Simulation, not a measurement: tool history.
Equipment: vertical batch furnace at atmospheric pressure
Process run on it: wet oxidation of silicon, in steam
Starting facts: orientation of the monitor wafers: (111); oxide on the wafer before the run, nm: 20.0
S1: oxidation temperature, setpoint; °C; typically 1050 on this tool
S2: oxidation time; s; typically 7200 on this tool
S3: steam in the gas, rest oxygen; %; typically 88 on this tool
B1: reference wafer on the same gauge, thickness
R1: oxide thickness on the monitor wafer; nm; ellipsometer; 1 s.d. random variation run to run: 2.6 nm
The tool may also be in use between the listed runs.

run 1 hour=0 | S1=1050 S2=7200 S3=88 | B1=860.26 | R1=746.92
run 2 hour=69.8 | S1=1050 S2=7200 S3=88 | B1=860.66 | R1=751.41
run 3 hour=121.6 | S1=1050 S2=7200 S3=88 | B1=859.94 | R1=743.17
run 4 hour=233.8 | S1=1050 S2=7200 S3=88 | B1=859.99 | R1=742.77
run 5 hour=292.1 | S1=1050 S2=7200 S3=88 | B1=860.52 | R1=744.58
run 6 hour=335.7 | S1=1036 S2=7200 S3=88 | B1=859.36 | R1=701.86
run 7 hour=405.7 | S1=1050 S2=6270 S3=88 | B1=860.05 | R1=682.91
run 8 hour=426.2 | S1=1064 S2=5490 S3=83 | B1=860.15 | R1=647.48
run 9 hour=479 | S1=1050 S2=9480 S3=79 | B1=860.18 | R1=840.41
run 10 hour=514.3 | S1=1070 S2=3960 S3=83 | B1=860.57 | R1=578.87
run 11 hour=540.8 | S1=1070 S2=4530 S3=77 | B1=859.86 | R1=594.93
run 12 hour=574.4 | S1=1028 S2=9300 S3=88 | B1=859.82 | R1=812.75
run 13 hour=720.8 | S1=1050 S2=7200 S3=88 | B1=860.23 | R1=768.79
run 14 hour=755.1 | S1=1028 S2=9300 S3=88 | B1=859.97 | R1=815.45

Between the runs listed above, the log contained 4 entries, not reproduced here. Where in the sequence does each belong, and how does what the log doesn't record of the tool's condition differ from the listed run before to the listed run after?
Logged between run 5 and run 6: gauge calibrated (hour 326.4)
  steam share off its setpoint, % of the setpoint: -6.6 -> -6.89
  the result without the hidden state subtracted from the measured one, R1: -28.22 -> -28.31 nm
Logged between run 6 and run 7: thermocouples replaced and temperature profile calibrated (hour 405.2)
  steam share off its setpoint, % of the setpoint: -6.89 -> -7.39
  the result without the hidden state subtracted from the measured one, R1: -28.31 -> -29.36 nm
Logged between run 8 and run 9: steam generator serviced (hour 478.5)
  steam share off its setpoint, % of the setpoint: -7.54 -> -0.409
  the result without the hidden state subtracted from the measured one, R1: -28.23 -> -1.87 nm
Logged between run 13 and run 14: gauge calibrated (hour 737.3)
  steam share off its setpoint, % of the setpoint: -0.526 -> -0.562
  the result without the hidden state subtracted from the measured one, R1: -2.21 -> -2.53 nm
